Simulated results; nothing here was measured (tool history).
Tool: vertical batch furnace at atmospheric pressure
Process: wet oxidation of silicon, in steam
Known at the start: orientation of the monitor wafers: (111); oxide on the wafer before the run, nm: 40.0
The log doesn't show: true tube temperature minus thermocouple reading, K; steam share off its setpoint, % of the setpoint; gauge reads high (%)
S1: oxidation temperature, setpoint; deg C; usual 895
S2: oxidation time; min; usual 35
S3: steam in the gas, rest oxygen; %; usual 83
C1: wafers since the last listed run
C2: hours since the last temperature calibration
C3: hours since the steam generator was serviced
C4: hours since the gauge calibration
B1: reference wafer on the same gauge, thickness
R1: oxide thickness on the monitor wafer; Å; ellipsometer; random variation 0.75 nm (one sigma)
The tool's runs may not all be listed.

run    hour   S1    S2  S3    C1      C2      C3      C4      B1      R1
  1       0  878    35  83     0  1787.7  2137.9   661.8  128.93  1130.8
  2    49.1  878    35  83   850  1836.8    2187   710.9  128.89  1136.5
  3    87.8  878    35  83   670  1875.5  2225.7   749.6  128.98    1132
  4     121  895    35  83   575  1908.7  2258.9   782.8  129.13  1327.8
  5   190.8  895    35  83  1209  1978.5  2328.7   852.6  128.97  1329.2
  6     313  895    35  83  2117  2100.7  2450.9   974.8  129.07  1341.7
  7   364.4  895    35  83   890  2152.1  2502.3  1026.2  128.91  1340.4
  8   416.6  895    35  83   904  2204.3  2554.5  1078.4  128.95  1339.7
  9   463.3  895    35  89   809    2251  2601.2  1125.1  128.83  1393.1
 10   525.1  895    35  92  1070  2312.8    2663  1186.9  129.05  1416.5
 11   586.8  895    35  92  1068  2374.5  2724.7  1248.6  128.93    1419
 12     654  902    35  83  1164  2441.7  2791.9  1315.8   129.2  1417.9
 13   717.1  902    35  83  1093  2504.8    2855  1378.9  128.99  1433.6
      775.4  -- thermocouples replaced and temperature profile calibrated
 14   775.9  895    35  79   602     0.5  2913.8  1437.7  128.99  1285.2
 15   822.8  895    35  79   812    47.4  2960.7  1484.6  128.95  1278.1
 16   874.8  895    35  79   900    99.4  3012.7  1536.6  129.13  1294.2
 17   929.4  895  22.5  83   945     154  3067.3  1591.2  128.99  1012.5
 18     998  895  22.5  83  1188   222.6  3135.9  1659.8  128.96  1011.3
 19  1052.5  895  22.5  83   944   277.1  3190.4  1714.3  128.88  1012.4
 20  1122.7  913  28.5  83  1216   347.3  3260.6  1784.5  129.16  1362.9
 21  1191.6  879    49  75  1193   416.2  3329.5  1853.4  129.01  1302.8
 22  1227.1  895    35  88   615   451.7    3365  1888.9  129.04  1368.2
 23  1390.4  895    35  83  2829     615  3528.3  2052.2  128.92  1299.3
 24  1447.1  902    35  83   982   671.7    3585  2108.9  128.96  1390.9
 25  1472.1  895    35  83   433   696.7    3610  2133.9   129.1  1305.3
 26  1498.1  873  24.5  83   450   722.7    3636  2159.9  129.04   860.7
     1535.6  -- gauge calibrated
 27  1563.3  895    35  83  1129   787.9  3701.2    27.7  129.04  1295.2
 28  1630.9  895    35  71  1171   855.5  3768.8    95.3  129.02  1189.3
     1708.5  -- steam generator serviced
 29  1834.1  895    27  83  3104  1058.7   125.6   298.5  129.05    1162
 30  1873.3  915    50  79   679  1097.9   164.8   337.7  129.03  2013.3
 31  1912.4  895    46  83   677    1137   203.9   376.8  128.98  1650.4
 32  2021.7  895    35  83  1893  1246.3   313.2   486.1  128.93  1382.3
 33  2067.1  905    49  83   786  1291.7   358.6   531.5  129.06  1902.6
 34  2109.4  917  40.5  76   732    1334   400.9   573.8  129.09  1749.2

Forecast run 35:
 35  2153.6  895  28.5  73  765  1378.2  445.1  618   ?   ?

B1: 129.04
R1: 1110.2 Å
Without the tool's hidden state the same run would have given R1 1111.1 Å.
